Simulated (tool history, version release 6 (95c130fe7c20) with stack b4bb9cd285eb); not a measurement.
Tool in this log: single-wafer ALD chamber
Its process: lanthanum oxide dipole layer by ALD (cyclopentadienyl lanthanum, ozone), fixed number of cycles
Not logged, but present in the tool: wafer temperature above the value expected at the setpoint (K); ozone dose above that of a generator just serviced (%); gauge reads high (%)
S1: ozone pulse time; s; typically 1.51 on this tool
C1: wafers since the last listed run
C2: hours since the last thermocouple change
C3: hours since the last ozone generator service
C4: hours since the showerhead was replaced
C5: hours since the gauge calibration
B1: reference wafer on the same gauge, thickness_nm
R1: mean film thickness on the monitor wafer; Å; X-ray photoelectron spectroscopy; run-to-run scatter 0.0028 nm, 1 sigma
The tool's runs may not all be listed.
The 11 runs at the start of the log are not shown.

run,hour,S1,C1,C2,C3,C4,C5,B1,R1
# hour 519: ozone generator serviced
12,522.8,1.65,889,2393.5,3.8,6011.6,1857.3,0.469,5.16
13,548.6,1.65,523,2419.3,29.6,6037.4,1883.1,0.469,5.21
14,589.5,1.65,830,2460.2,70.5,6078.3,1924,0.469,5.14
# hour 622.4: thermocouple changed; heater temperature recalibrated
15,657.4,1.16,1216,35,138.4,6146.2,1991.9,0.469,4.35
16,726.3,1.1,1398,103.9,207.3,6215.1,2060.8,0.469,4.07
17,780.9,1.1,1108,158.5,261.9,6269.7,2115.4,0.47,4.1
18,848.2,1.23,1366,225.8,329.2,6337,2182.7,0.469,4.44
# hour 851.9: gauge calibrated
19,913.7,1.82,1329,291.3,394.7,6402.5,61.8,0.469,5.15
20,984.3,1.93,1433,361.9,465.3,6473.1,132.4,0.469,5.15
21,1019.4,1.34,712,397,500.4,6508.2,167.5,0.469,4.59
22,1086.4,1.1,1360,464,567.4,6575.2,234.5,0.468,3.81
23,1111.3,1.21,505,488.9,592.3,6600.1,259.4,0.469,4.15
24,1173,1.73,1252,550.6,654,6661.8,321.1,0.469,4.97
# hour 1212.7: ozone generator serviced
25,1225.5,1.51,903,603.1,12.8,6714.3,373.6,0.47,5.07
26,1263.6,1.69,773,641.2,50.9,6752.4,411.7,0.47,5.19
# hour 1313.8: showerhead replaced
27,1319,1.51,962,696.6,106.3,5.2,467.1,0.469,5
28,1347.8,1.51,584,725.4,135.1,34,495.9,0.469,4.96
29,1397.9,1.51,1017,775.5,185.2,84.1,546,0.468,5
30,1452.6,2.04,1110,830.2,239.9,138.8,600.7,0.47,5.21
31,1489,1.12,739,866.6,276.3,175.2,637.1,0.469,4.08
32,1517.7,1.51,582,895.3,305,203.9,665.8,0.468,4.89
33,1553.5,1.95,726,931.1,340.8,239.7,701.6,0.469,5.17
34,1610.9,2,1165,988.5,398.2,297.1,759,0.469,5.17
35,1701.1,1.51,1831,1078.7,488.4,387.3,849.2,0.47,4.81

Consider 3 possible next runs. They are alternatives, not a sequence: every one starts from the tool as it was left by run 35. What does each give?
A,1701.5,1.06,8,1079.1,488.8,387.7,849.6,?,?
B,1701.5,1.13,8,1079.1,488.8,387.7,849.6,?,?
C,1701.5,1.22,8,1079.1,488.8,387.7,849.6,?,?

run,B1,R1
A,0.468,3.65
B,0.468,3.93
C,0.468,4.22
The same runs, with their run-to-run variation unchanged, on a tool lacking any hidden condition would have given:
run,R1
A,4.12
B,4.38
C,4.63

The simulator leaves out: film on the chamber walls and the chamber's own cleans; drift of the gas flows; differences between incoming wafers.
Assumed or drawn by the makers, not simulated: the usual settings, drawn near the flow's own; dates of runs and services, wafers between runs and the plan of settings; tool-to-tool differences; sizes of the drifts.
